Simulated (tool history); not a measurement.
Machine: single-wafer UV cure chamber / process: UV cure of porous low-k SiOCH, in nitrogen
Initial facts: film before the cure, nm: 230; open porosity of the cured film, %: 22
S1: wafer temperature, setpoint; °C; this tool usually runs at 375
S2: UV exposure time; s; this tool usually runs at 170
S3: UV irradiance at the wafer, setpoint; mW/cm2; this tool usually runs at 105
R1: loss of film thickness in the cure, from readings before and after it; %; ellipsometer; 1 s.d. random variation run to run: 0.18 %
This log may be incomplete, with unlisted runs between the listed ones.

{"run": 1, "hour": 0.0, "S1": 375, "S2": 240, "S3": 105, "R1": 11.051}
{"hour": 130.7, "done": "quartz window cleaned"}
{"run": 2, "hour": 222.0, "S1": 375, "S2": 240, "S3": 105, "R1": 10.63}
{"run": 3, "hour": 262.1, "S1": 375, "S2": 170, "S3": 105, "R1": 9.59}
{"run": 4, "hour": 336.6, "S1": 375, "S2": 170, "S3": 105, "R1": 9.202}
{"run": 5, "hour": 390.1, "S1": 375, "S2": 170, "S3": 105, "R1": 9.057}
{"run": 6, "hour": 446.0, "S1": 375, "S2": 170, "S3": 105, "R1": 9.27}
{"run": 7, "hour": 553.2, "S1": 375, "S2": 170, "S3": 105, "R1": 8.64}
{"run": 8, "hour": 595.0, "S1": 363, "S2": 170, "S3": 105, "R1": 8.865}
{"run": 9, "hour": 649.6, "S1": 375, "S2": 170, "S3": 79, "R1": 7.727}
{"hour": 742.4, "done": "quartz window cleaned"}
{"run": 10, "hour": 742.9, "S1": 375, "S2": 170, "S3": 79, "R1": 7.851}
{"run": 11, "hour": 788.1, "S1": 375, "S2": 170, "S3": 79, "R1": 7.34}
{"run": 12, "hour": 859.4, "S1": 380, "S2": 170, "S3": 105, "R1": 8.618}
{"run": 13, "hour": 965.9, "S1": 380, "S2": 170, "S3": 105, "R1": 8.144}
{"hour": 1020.7, "done": "UV bulbs replaced"}
{"run": 14, "hour": 1026.7, "S1": 375, "S2": 170, "S3": 105, "R1": 10.048}
{"run": 15, "hour": 1067.6, "S1": 375, "S2": 170, "S3": 105, "R1": 10.014}
{"hour": 1265.9, "done": "quartz window cleaned"}
{"run": 16, "hour": 1283.0, "S1": 375, "S2": 170, "S3": 105, "R1": 10.014}
{"run": 17, "hour": 1384.3, "S1": 375, "S2": 170, "S3": 105, "R1": 9.631}
{"run": 18, "hour": 1496.3, "S1": 357, "S2": 170, "S3": 77, "R1": 7.847}
{"run": 19, "hour": 1552.6, "S1": 362, "S2": 170, "S3": 132, "R1": 10.18}
{"run": 20, "hour": 1632.3, "S1": 375, "S2": 170, "S3": 105, "R1": 9.407}
{"run": 21, "hour": 1670.5, "S1": 375, "S2": 170, "S3": 105, "R1": 9.381}
{"hour": 1745.9, "done": "quartz window cleaned"}
{"run": 22, "hour": 1746.4, "S1": 363, "S2": 255, "S3": 87, "R1": 9.911}
{"run": 23, "hour": 1848.6, "S1": 375, "S2": 170, "S3": 105, "R1": 9.112}
{"run": 24, "hour": 1899.1, "S1": 375, "S2": 170, "S3": 105, "R1": 8.917}
{"run": 25, "hour": 1967.3, "S1": 375, "S2": 110, "S3": 105, "R1": 6.973}
{"run": 26, "hour": 2005.1, "S1": 375, "S2": 140, "S3": 136, "R1": 9.02}
{"run": 27, "hour": 2090.2, "S1": 384, "S2": 170, "S3": 92, "R1": 8.276}
{"hour": 2136.7, "done": "UV bulbs replaced"}
{"run": 28, "hour": 2180.5, "S1": 362, "S2": 110, "S3": 66, "R1": 6.14}
{"hour": 2210.3, "done": "quartz window cleaned"}
{"run": 29, "hour": 2224.7, "S1": 357, "S2": 265, "S3": 105, "R1": 11.975}
{"run": 30, "hour": 2331.6, "S1": 369, "S2": 95, "S3": 122, "R1": 8.031}
{"run": 31, "hour": 2415.6, "S1": 366, "S2": 265, "S3": 105, "R1": 11.427}
{"run": 32, "hour": 2506.9, "S1": 375, "S2": 170, "S3": 105, "R1": 9.856}
{"run": 33, "hour": 2593.2, "S1": 367, "S2": 115, "S3": 118, "R1": 8.24}
{"hour": 2680.5, "done": "quartz window cleaned"}
{"run": 34, "hour": 2682.7, "S1": 375, "S2": 170, "S3": 105, "R1": 9.652}

Each row is a separate what-if for the run after 34, all from the same tool condition, not one after another. Results?
{"run": "A", "hour": 2683.2, "S1": 375, "S2": 170, "S3": 105, "R1": "?"}
{"run": "B", "hour": 2683.2, "S1": 357, "S2": 130, "S3": 105, "R1": "?"}
{"run": "C", "hour": 2683.2, "S1": 375, "S2": 250, "S3": 69, "R1": "?"}

run=A R1=9.289
run=B R1=7.906
run=C R1=9.15
Without the tool's hidden state the same runs would have given:
run=A R1=10.066
run=B R1=8.656
run=C R1=9.924

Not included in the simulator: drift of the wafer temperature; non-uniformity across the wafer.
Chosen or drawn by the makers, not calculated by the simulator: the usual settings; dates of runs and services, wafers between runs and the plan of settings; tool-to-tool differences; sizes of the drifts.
